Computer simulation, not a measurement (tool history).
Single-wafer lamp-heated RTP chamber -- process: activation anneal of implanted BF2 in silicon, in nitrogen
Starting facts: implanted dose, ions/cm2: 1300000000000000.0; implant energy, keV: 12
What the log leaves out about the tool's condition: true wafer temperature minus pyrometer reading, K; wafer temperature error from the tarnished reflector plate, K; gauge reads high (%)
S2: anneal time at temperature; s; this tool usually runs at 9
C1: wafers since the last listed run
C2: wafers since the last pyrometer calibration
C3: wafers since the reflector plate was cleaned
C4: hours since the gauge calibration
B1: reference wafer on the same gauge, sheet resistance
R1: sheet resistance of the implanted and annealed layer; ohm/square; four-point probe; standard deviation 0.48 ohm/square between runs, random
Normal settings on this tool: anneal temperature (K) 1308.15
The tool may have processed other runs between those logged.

Run 1, hour 0.0: usual settings but S2 6 s; C1 0; C2 6685; C3 3119; C4 576.3; B1 140.08. Result: R1 179.61 ohm/square.
Run 2, hour 12.8: usual settings but S2 7 s; C1 132; C2 6818; C3 3252; C4 589.1; B1 139.88. Result: R1 173.99 ohm/square.
Run 3, hour 37.2: usual settings but S2 7 s; C1 253; C2 7071; C3 3505; C4 613.5; B1 139.91. Result: R1 172.71 ohm/square.
Run 4, hour 49.3: usual settings; C1 125; C2 7197; C3 3631; C4 625.6; B1 139.84. Result: R1 161.95 ohm/square.
At hour 67.2: pyrometer window cleaned and pyrometer calibrated.
Run 5, hour 156.5: usual settings; C1 1029; C2 926; C3 4660; C4 732.8; B1 139.90. Result: R1 169.75 ohm/square.
Run 6, hour 187.6: usual settings; C1 322; C2 1249; C3 4983; C4 763.9; B1 140.05. Result: R1 169.18 ohm/square.
Run 7, hour 210.2: usual settings; C1 234; C2 1483; C3 5217; C4 786.5; B1 140.05. Result: R1 169.74 ohm/square.
Run 8, hour 240.4: usual settings; C1 313; C2 1797; C3 5531; C4 816.7; B1 139.95. Result: R1 169.41 ohm/square.
Run 9, hour 271.4: usual settings but anneal temperature (K) 1291.15; C1 321; C2 2118; C3 5852; C4 847.7; B1 139.90. Result: R1 196.78 ohm/square.
Run 10, hour 284.8: usual settings but anneal temperature (K) 1291.15; C1 139; C2 2257; C3 5991; C4 861.1; B1 139.97. Result: R1 195.92 ohm/square.
Run 11, hour 298.4: usual settings but anneal temperature (K) 1291.15; C1 141; C2 2399; C3 6132; C4 874.7; B1 140.02. Result: R1 196.08 ohm/square.
Run 12, hour 325.5: usual settings but anneal temperature (K) 1287.15; C1 281; C2 2680; C3 6414; C4 901.8; B1 140.01. Result: R1 202.93 ohm/square.
Run 13, hour 343.4: usual settings but anneal temperature (K) 1331.15, S2 11 s; C1 185; C2 2866; C3 6599; C4 919.7; B1 139.99. Result: R1 136.04 ohm/square.
At hour 358.8: gauge calibrated.
Run 14, hour 361.3: usual settings; C1 185; C2 3051; C3 6785; C4 2.5; B1 140.00. Result: R1 167.50 ohm/square.
Run 15, hour 380.7: usual settings; C1 201; C2 3253; C3 6986; C4 21.9; B1 139.91. Result: R1 167.51 ohm/square.
Run 16, hour 401.5: usual settings but anneal temperature (K) 1331.15, S2 14 s; C1 215; C2 3468; C3 7202; C4 42.7; B1 139.96. Result: R1 128.77 ohm/square.
Run 17, hour 493.7: usual settings but anneal temperature (K) 1319.15; C1 956; C2 4425; C3 8159; C4 134.9; B1 140.00. Result: R1 151.49 ohm/square.
Run 18, hour 559.8: usual settings but S2 12 s; C1 685; C2 5111; C3 8845; C4 201.0; B1 139.97. Result: R1 153.95 ohm/square.
Run 19, hour 585.2: usual settings but anneal temperature (K) 1325.15, S2 6 s; C1 263; C2 5375; C3 9108; C4 226.4; B1 139.95. Result: R1 158.87 ohm/square.
Run 20, hour 620.1: usual settings but anneal temperature (K) 1299.15, S2 7 s; C1 362; C2 5737; C3 9470; C4 261.3; B1 139.99. Result: R1 186.99 ohm/square.
At hour 639.9: pyrometer window cleaned and pyrometer calibrated.
Run 21, hour 642.5: usual settings but anneal temperature (K) 1295.15; C1 149; C2 26; C3 9620; C4 283.7; B1 140.07. Result: R1 187.60 ohm/square.
Run 22, hour 674.4: usual settings but anneal temperature (K) 1283.15, S2 4 s; C1 331; C2 357; C3 9951; C4 315.6; B1 139.93. Result: R1 236.15 ohm/square.
Run 23, hour 696.3: usual settings but anneal temperature (K) 1293.15, S2 12 s; C1 227; C2 584; C3 10178; C4 337.5; B1 140.07. Result: R1 178.99 ohm/square.
At hour 705.7: reflector plate cleaned.
Run 24, hour 711.6: usual settings but anneal temperature (K) 1299.15, S2 5 s; C1 75; C2 660; C3 61; C4 352.8; B1 140.01. Result: R1 207.09 ohm/square.
Run 25, hour 732.7: usual settings; C1 218; C2 879; C3 280; C4 373.9; B1 140.00. Result: R1 169.34 ohm/square.
Run 26, hour 751.9: usual settings but anneal temperature (K) 1329.15, S2 6 s; C1 199; C2 1078; C3 479; C4 393.1; B1 140.02. Result: R1 158.68 ohm/square.
Run 27, hour 775.0: usual settings but anneal temperature (K) 1293.15, S2 11 s; C1 239; C2 1318; C3 719; C4 416.2; B1 139.99. Result: R1 186.09 ohm/square.
Run 28, hour 789.2: usual settings; C1 147; C2 1465; C3 866; C4 430.4; B1 140.10. Result: R1 169.34 ohm/square.
Run 29, hour 819.7: usual settings; C1 316; C2 1782; C3 1183; C4 460.9; B1 139.88. Result: R1 170.06 ohm/square.
Run 30, hour 842.1: usual settings but anneal temperature (K) 1328.15, S2 13 s; C1 232; C2 2014; C3 1415; C4 483.3; B1 140.03. Result: R1 134.31 ohm/square.
Run 31, hour 870.0: usual settings; C1 289; C2 2304; C3 1705; C4 511.2; B1 139.97. Result: R1 169.66 ohm/square.
Run 32, hour 902.6: usual settings but anneal temperature (K) 1296.15, S2 7 s; C1 338; C2 2642; C3 2043; C4 543.8; B1 139.90. Result: R1 198.26 ohm/square.
Run 33, hour 919.5: usual settings but S2 14 s; C1 175; C2 2817; C3 2218; C4 560.7; B1 139.96. Result: R1 153.96 ohm/square.
Run 34, hour 984.8: usual settings but anneal temperature (K) 1330.15, S2 11 s; C1 677; C2 3495; C3 2896; C4 626.0; B1 140.06. Result: R1 136.41 ohm/square.
Run 35, hour 1002.9: usual settings; C1 187; C2 3683; C3 3084; C4 644.1; B1 139.98. Result: R1 167.58 ohm/square.
Run 36, hour 1037.0: usual settings but anneal temperature (K) 1298.15; C1 353; C2 4036; C3 3437; C4 678.2; B1 140.05. Result: R1 183.31 ohm/square.
Run 37, hour 1065.6: usual settings; C1 296; C2 4333; C3 3734; C4 706.8; B1 140.04. Result: R1 167.62 ohm/square.
Run 38, hour 1086.6: usual settings; C1 217; C2 4551; C3 3952; C4 727.8; B1 140.03. Result: R1 166.84 ohm/square.

Each run again, without the hidden state but with its own random variation kept:
run      R1
  1  187.07
  2  181.85
  3  181.06
  4  170.40
  5  171.08
  6  170.71
  7  171.44
  8  171.36
  9  199.28
 10  198.56
 11  198.89
 12  206.09
 13  137.61
 14  170.77
 15  171.05
 16  130.71
 17  155.67
 18  159.94
 19  164.48
 20  195.63
 21  191.85
 22  240.20
 23  183.54
 24  207.75
 25  170.06
 26  159.27
 27  187.06
 28  170.29
 29  171.19
 30  135.01
 31  171.16
 32  200.20
 33  155.61
 34  137.82
 35  170.48
 36  187.04
 37  171.42
 38  170.95

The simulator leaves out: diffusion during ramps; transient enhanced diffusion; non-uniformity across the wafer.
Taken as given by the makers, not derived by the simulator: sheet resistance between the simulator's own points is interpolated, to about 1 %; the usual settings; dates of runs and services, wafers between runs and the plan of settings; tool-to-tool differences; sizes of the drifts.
